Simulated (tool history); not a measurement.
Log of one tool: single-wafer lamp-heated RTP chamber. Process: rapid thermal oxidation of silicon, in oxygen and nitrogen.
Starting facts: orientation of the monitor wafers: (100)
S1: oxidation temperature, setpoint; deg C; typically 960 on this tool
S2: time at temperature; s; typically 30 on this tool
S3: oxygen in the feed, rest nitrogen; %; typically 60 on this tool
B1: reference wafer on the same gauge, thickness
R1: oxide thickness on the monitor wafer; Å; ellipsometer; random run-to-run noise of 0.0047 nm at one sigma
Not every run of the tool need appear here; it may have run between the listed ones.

Run 1, hour 0.0: usual settings; B1 3.569. Result: R1 31.68 Å.
Run 2, hour 8.4: usual settings; B1 3.571. Result: R1 31.79 Å.
Run 3, hour 18.8: usual settings but S2 19 s; B1 3.571. Result: R1 27.95 Å.
Run 4, hour 34.1: usual settings but S2 19 s; B1 3.567. Result: R1 27.98 Å.
Run 5, hour 47.3: usual settings but S2 19 s; B1 3.570. Result: R1 27.91 Å.
Run 6, hour 58.8: usual settings; B1 3.572. Result: R1 31.81 Å.
Run 7, hour 74.1: usual settings; B1 3.569. Result: R1 31.73 Å.
Run 8, hour 84.4: usual settings; B1 3.570. Result: R1 31.80 Å.
At hour 92.2: gauge calibrated.
At hour 99.6: pyrometer window cleaned and pyrometer calibrated.
Run 9, hour 100.1: usual settings; B1 3.570. Result: R1 31.55 Å.
Run 10, hour 107.6: usual settings; B1 3.572. Result: R1 31.48 Å.
Run 11, hour 116.9: usual settings but S2 35 s, S3 84 %; B1 3.570. Result: R1 36.04 Å.

Run 12, settings as shown, results not yet in. Your forecast:
Run 12, hour 130.0: usual settings but S1 968 deg C; B1 ?. Result: R1 ?.

{"run 12": {"B1": 3.57, "R1": 32.87}}
On a tool with no hidden condition, and with the same random variation, this run would have come out at R1 32.79 Å.

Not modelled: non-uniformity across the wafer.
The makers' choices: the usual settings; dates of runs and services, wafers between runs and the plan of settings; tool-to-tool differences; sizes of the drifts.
